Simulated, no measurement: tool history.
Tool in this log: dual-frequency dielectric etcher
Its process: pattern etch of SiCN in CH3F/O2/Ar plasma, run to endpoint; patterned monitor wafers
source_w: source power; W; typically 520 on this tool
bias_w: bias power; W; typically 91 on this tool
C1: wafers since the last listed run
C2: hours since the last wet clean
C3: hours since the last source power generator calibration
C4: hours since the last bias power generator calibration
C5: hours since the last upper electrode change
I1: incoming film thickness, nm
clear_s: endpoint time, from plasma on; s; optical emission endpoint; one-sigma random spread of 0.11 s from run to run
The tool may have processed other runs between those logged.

Run 1, hour 0: usual settings but source_w 620 W, bias_w 109 W; C1 0; C2 336.8; C3 2181.7; C4 3619; C5 3104.3; I1 10.34. Result: clear_s 19.9 s.
Run 2, hour 14.5: usual settings; C1 196; C2 351.3; C3 2196.2; C4 3633.5; C5 3118.8; I1 10.23. Result: clear_s 22.5 s.
Run 3, hour 27.1: usual settings; C1 170; C2 363.9; C3 2208.8; C4 3646.1; C5 3131.4; I1 10.25. Result: clear_s 22.6 s.
Run 4, hour 42.1: usual settings; C1 203; C2 378.9; C3 2223.8; C4 3661.1; C5 3146.4; I1 10.29. Result: clear_s 22.7 s.
Run 5, hour 51.2: usual settings; C1 123; C2 388; C3 2232.9; C4 3670.2; C5 3155.5; I1 10.29. Result: clear_s 22.7 s.
Run 6, hour 58.3: usual settings; C1 96; C2 395.1; C3 2240; C4 3677.3; C5 3162.6; I1 10.4. Result: clear_s 23.1 s.
At hour 86.9: upper electrode replaced.
At hour 89.3: bias power generator calibrated.
Run 7, hour 89.8: usual settings but source_w 580 W; C1 69; C2 426.6; C3 2271.5; C4 0.5; C5 2.9; I1 10.37. Result: clear_s 22.1 s.
Run 8, hour 90.1: usual settings but bias_w 84 W; C1 4; C2 426.9; C3 2271.8; C4 0.8; C5 3.2; I1 10.28. Result: clear_s 23.9 s.
Run 9, hour 99.3: usual settings; C1 124; C2 436.1; C3 2281; C4 10; C5 12.4; I1 10.37. Result: clear_s 23.1 s.
At hour 125.9: source power generator calibrated.
At hour 131.9: wet clean of the chamber.
Run 10, hour 132.4: usual settings but source_w 410 W; C1 312; C2 0.5; C3 6.5; C4 43.1; C5 45.5; I1 10.37. Result: clear_s 24.1 s.
Run 11, hour 132.7: usual settings; C1 4; C2 0.8; C3 6.8; C4 43.4; C5 45.8; I1 10.34. Result: clear_s 22.1 s.
Run 12, hour 138.1: usual settings but source_w 600 W; C1 73; C2 6.2; C3 12.2; C4 48.8; C5 51.2; I1 10.32. Result: clear_s 21 s.
Run 13, hour 149.1: usual settings but source_w 590 W, bias_w 105 W; C1 148; C2 17.2; C3 23.2; C4 59.8; C5 62.2; I1 10.3. Result: clear_s 19.6 s.
Run 14, hour 156: usual settings but bias_w 111 W; C1 93; C2 24.1; C3 30.1; C4 66.7; C5 69.1; I1 10.37. Result: clear_s 20.3 s.
Run 15, hour 165.4: usual settings; C1 127; C2 33.5; C3 39.5; C4 76.1; C5 78.5; I1 10.31. Result: clear_s 22.1 s.
Run 16, hour 182.5: usual settings but source_w 410 W, bias_w 84 W; C1 231; C2 50.6; C3 56.6; C4 93.2; C5 95.6; I1 10.28. Result: clear_s 25.1 s.
Run 17, hour 188.6: usual settings; C1 82; C2 56.7; C3 62.7; C4 99.3; C5 101.7; I1 10.29. Result: clear_s 22.1 s.
Run 18, hour 195.8: usual settings but source_w 430 W; C1 97; C2 63.9; C3 69.9; C4 106.5; C5 108.9; I1 10.21. Result: clear_s 23.7 s.

For each run, what was the tool's unlogged condition?
source power that arrives over what is set, %: 0 on each run
bias power that arrives over what is set, %: 0 on each run
H1: etch rate over this chamber's usual, %
run      H1
  1   -3.67
  2   -3.85
  3   -4.01
  4    -4.2
  5   -4.31
  6    -4.4
  7   -4.79
  8    -4.8
  9   -4.91
 10  -0.388
 11  -0.392
 12   -0.46
 13  -0.597
 14  -0.683
 15    -0.8
 16   -1.01
 17   -1.09
 18   -1.18
